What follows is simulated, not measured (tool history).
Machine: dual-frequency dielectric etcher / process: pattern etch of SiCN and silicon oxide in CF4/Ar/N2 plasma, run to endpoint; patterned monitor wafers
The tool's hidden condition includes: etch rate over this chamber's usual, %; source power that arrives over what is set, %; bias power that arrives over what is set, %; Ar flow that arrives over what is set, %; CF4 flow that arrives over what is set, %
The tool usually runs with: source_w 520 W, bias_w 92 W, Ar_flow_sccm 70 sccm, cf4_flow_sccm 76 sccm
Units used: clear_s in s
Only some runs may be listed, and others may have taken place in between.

run	hour	source_w	bias_w	Ar_flow_sccm	cf4_flow_sccm	wafers since the last listed run	hours since the last wet clean	hours since the last source power generator calibration	hours since the last bias power generator calibration	hours since the last Ar flow controller change	hours since the last CF4 flow controller change	hours since the last upper electrode change	incoming incoming film thickness, nm	clear_s
1	0	520	92	70	76	0	400.6	774.5	3170.3	3610.7	4264.3	4440.1	17.15	17
# hour 43.9: wet clean of the chamber
2	86.4	520	92	70	76	1056	42.5	860.9	3256.7	3697.1	4350.7	4526.5	17.15	17.1
3	188.4	520	92	70	76	1726	144.5	962.9	3358.7	3799.1	4452.7	4628.5	16.9	16.5
4	261.8	520	92	70	76	1242	217.9	1036.3	3432.1	3872.5	4526.1	4701.9	17.05	16.9
5	313.6	520	92	70	76	876	269.7	1088.1	3483.9	3924.3	4577.9	4753.7	17.05	16.8
6	391.6	520	92	70	76	1320	347.7	1166.1	3561.9	4002.3	4655.9	4831.7	16.95	17
# hour 496.4: wet clean of the chamber
7	498.7	520	92	70	76	1406	2.3	1273.2	3669	4109.4	4763	4938.8	17.11	17.1
# hour 510.2: Ar flow controller replaced
8	605.9	520	92	70	76	1712	109.5	1380.4	3776.2	95.7	4870.2	5046	17.13	17.3
# hour 634.2: bias power generator calibrated
9	677.6	520	92	70	76	1145	181.2	1452.1	43.4	167.4	4941.9	5117.7	17.09	17.4
10	725	520	92	70	76	802	228.6	1499.5	90.8	214.8	4989.3	5165.1	17.2	17.9
11	831.8	480	83	79	88	1807	335.4	1606.3	197.6	321.6	5096.1	5271.9	17.07	19.6
12	900	520	92	70	76	1154	403.6	1674.5	265.8	389.8	5164.3	5340.1	16.97	17.4
# hour 947: upper electrode replaced
13	947.5	520	92	70	76	397	451.1	1722	313.3	437.3	5211.8	0.5	17.08	17.5
# hour 1034.3: wet clean of the chamber
14	1034.8	640	92	70	76	1071	0.5	1809.3	400.6	524.6	5299.1	87.8	17.24	13.9
# hour 1098.1: source power generator calibrated
# hour 1130.2: CF4 flow controller replaced
15	1252	520	103	70	76	3506	217.7	153.9	617.8	741.8	121.8	305	17.08	16.1
16	1317.5	590	92	84	76	1108	283.2	219.4	683.3	807.3	187.3	370.5	16.93	14.7
17	1407.5	630	92	65	91	1523	373.2	309.4	773.3	897.3	277.3	460.5	17.01	13.1
18	1491.3	650	92	80	76	1418	457	393.2	857.1	981.1	361.1	544.3	17.18	13.2

For each entry between runs, how does the tool's hidden state at the last listed run before it compare with that at the first listed run after it?
After run 1, before run 2: wet clean of the chamber (hour 43.9)
  source power that arrives over what is set, %: -1.92 -> -2.14
  measured less the result without the state, clear_s: +0.4 -> +0.4 s
After run 6, before run 7: wet clean of the chamber (hour 496.4)
  source power that arrives over what is set, %: -3.12 -> -3.53
  measured less the result without the state, clear_s: +0.6 -> +0.7 s
After run 7, before run 8: Ar flow controller replaced (hour 510.2)
  source power that arrives over what is set, %: -3.53 -> -3.98
  measured less the result without the state, clear_s: +0.7 -> +0.8 s
After run 8, before run 9: bias power generator calibrated (hour 634.2)
  source power that arrives over what is set, %: -3.98 -> -4.3
  measured less the result without the state, clear_s: +0.8 -> +0.9 s
After run 12, before run 13: upper electrode replaced (hour 947)
  source power that arrives over what is set, %: -5.4 -> -5.65
  measured less the result without the state, clear_s: +1.1 -> +1.1 s
After run 13, before run 14: wet clean of the chamber (hour 1034.3)
  source power that arrives over what is set, %: -5.65 -> -6.14
  measured less the result without the state, clear_s: +1.1 -> +0.9 s
After run 14, before run 15: source power generator calibrated (hour 1098.1); CF4 flow controller replaced (hour 1130.2)
  source power that arrives over what is set, %: -6.14 -> -0.198
  measured less the result without the state, clear_s: +0.9 -> +0 s
